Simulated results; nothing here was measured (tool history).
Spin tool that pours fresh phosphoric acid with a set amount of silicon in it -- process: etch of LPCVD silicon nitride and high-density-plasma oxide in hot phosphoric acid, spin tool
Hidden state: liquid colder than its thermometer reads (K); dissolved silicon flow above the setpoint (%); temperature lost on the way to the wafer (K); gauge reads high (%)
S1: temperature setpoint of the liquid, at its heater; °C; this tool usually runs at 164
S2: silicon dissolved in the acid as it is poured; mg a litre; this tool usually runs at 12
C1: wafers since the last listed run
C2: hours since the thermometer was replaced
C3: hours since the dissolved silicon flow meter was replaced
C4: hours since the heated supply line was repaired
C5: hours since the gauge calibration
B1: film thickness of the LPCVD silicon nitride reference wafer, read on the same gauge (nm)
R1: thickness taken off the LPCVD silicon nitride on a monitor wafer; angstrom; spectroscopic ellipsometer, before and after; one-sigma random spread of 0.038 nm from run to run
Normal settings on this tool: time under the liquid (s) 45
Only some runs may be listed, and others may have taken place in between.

{"run": 1, "day": 0.0, "S1": 161, "S2": 12, "time under the liquid (s)": 60, "C1": 0, "C2": 550.3, "C3": 1100.9, "C4": 263.4, "C5": 262.6, "B1": 30.026, "R1": 56.09}
{"run": 2, "day": 1.05, "S1": 164, "S2": 12, "time under the liquid (s)": 45, "C1": 227, "C2": 575.5, "C3": 1126.1, "C4": 288.6, "C5": 287.8, "B1": 30.019, "R1": 46.11}
{"run": 3, "day": 3.379, "S1": 164, "S2": 12, "time under the liquid (s)": 45, "C1": 505, "C2": 631.4, "C3": 1182, "C4": 344.5, "C5": 343.7, "B1": 30.01, "R1": 45.86}
{"run": 4, "day": 5.621, "S1": 166.5, "S2": 7, "time under the liquid (s)": 65, "C1": 486, "C2": 685.2, "C3": 1235.8, "C4": 398.3, "C5": 397.5, "B1": 29.99, "R1": 72.07}
{"run": 5, "day": 8.604, "S1": 164, "S2": 8.5, "time under the liquid (s)": 45, "C1": 647, "C2": 756.8, "C3": 1307.4, "C4": 469.9, "C5": 469.1, "B1": 29.944, "R1": 45.82}
{"run": 6, "day": 10.317, "S1": 164, "S2": 12, "time under the liquid (s)": 45, "C1": 371, "C2": 797.9, "C3": 1348.5, "C4": 511, "C5": 510.2, "B1": 30.031, "R1": 45.05}
{"day": 12.904, "done": "dissolved silicon flow meter replaced"}
{"run": 7, "day": 13.317, "S1": 167, "S2": 12, "time under the liquid (s)": 45, "C1": 641, "C2": 869.9, "C3": 9.9, "C4": 583, "C5": 582.2, "B1": 30, "R1": 51.54}
{"run": 8, "day": 15.7, "S1": 164, "S2": 12, "time under the liquid (s)": 45, "C1": 516, "C2": 927.1, "C3": 67.1, "C4": 640.2, "C5": 639.4, "B1": 29.982, "R1": 45.76}
{"run": 9, "day": 17.904, "S1": 161, "S2": 7.5, "time under the liquid (s)": 45, "C1": 478, "C2": 980, "C3": 120, "C4": 693.1, "C5": 692.3, "B1": 29.985, "R1": 41.33}
{"run": 10, "day": 22.283, "S1": 164, "S2": 12, "time under the liquid (s)": 45, "C1": 949, "C2": 1085.1, "C3": 225.1, "C4": 798.2, "C5": 797.4, "B1": 30.014, "R1": 45.38}
{"run": 11, "day": 27.325, "S1": 165.5, "S2": 15, "time under the liquid (s)": 50, "C1": 1093, "C2": 1206.1, "C3": 346.1, "C4": 919.2, "C5": 918.4, "B1": 29.995, "R1": 53.37}
{"run": 12, "day": 28.808, "S1": 166, "S2": 12, "time under the liquid (s)": 25, "C1": 321, "C2": 1241.7, "C3": 381.7, "C4": 954.8, "C5": 954, "B1": 30.035, "R1": 27.14}
{"run": 13, "day": 30.892, "S1": 163, "S2": 19, "time under the liquid (s)": 60, "C1": 451, "C2": 1291.7, "C3": 431.7, "C4": 1004.8, "C5": 1004, "B1": 30.014, "R1": 58.29}
{"run": 14, "day": 31.942, "S1": 166, "S2": 17, "time under the liquid (s)": 45, "C1": 227, "C2": 1316.9, "C3": 456.9, "C4": 1030, "C5": 1029.2, "B1": 30.013, "R1": 47.8}
{"run": 15, "day": 33.596, "S1": 162, "S2": 15, "time under the liquid (s)": 60, "C1": 358, "C2": 1356.6, "C3": 496.6, "C4": 1069.7, "C5": 1068.9, "B1": 30.004, "R1": 56.42}
{"run": 16, "day": 36.292, "S1": 162.5, "S2": 17.5, "time under the liquid (s)": 55, "C1": 584, "C2": 1421.3, "C3": 561.3, "C4": 1134.4, "C5": 1133.6, "B1": 29.983, "R1": 52.58}
{"run": 17, "day": 37.417, "S1": 164, "S2": 12, "time under the liquid (s)": 45, "C1": 244, "C2": 1448.3, "C3": 588.3, "C4": 1161.4, "C5": 1160.6, "B1": 30.011, "R1": 45.2}
{"run": 18, "day": 38.929, "S1": 164, "S2": 12, "time under the liquid (s)": 50, "C1": 328, "C2": 1484.6, "C3": 624.6, "C4": 1197.7, "C5": 1196.9, "B1": 29.969, "R1": 49.68}
{"run": 19, "day": 41.304, "S1": 164, "S2": 12, "time under the liquid (s)": 45, "C1": 515, "C2": 1541.6, "C3": 681.6, "C4": 1254.7, "C5": 1253.9, "B1": 30.034, "R1": 44.15}
{"run": 20, "day": 42.55, "S1": 162.5, "S2": 21, "time under the liquid (s)": 30, "C1": 270, "C2": 1571.5, "C3": 711.5, "C4": 1284.6, "C5": 1283.8, "B1": 29.991, "R1": 28.62}

Across each entry between runs, compare the hidden state at the last listed run before it with the hidden state at the first listed run after it:
Between runs 6 and 7: dissolved silicon flow meter replaced (day 12.904)
  liquid colder than its thermometer reads (K): 1.05 -> 1.12
  the result without the hidden state subtracted from the measured one, R1: -1.59 -> -1.91 angstrom
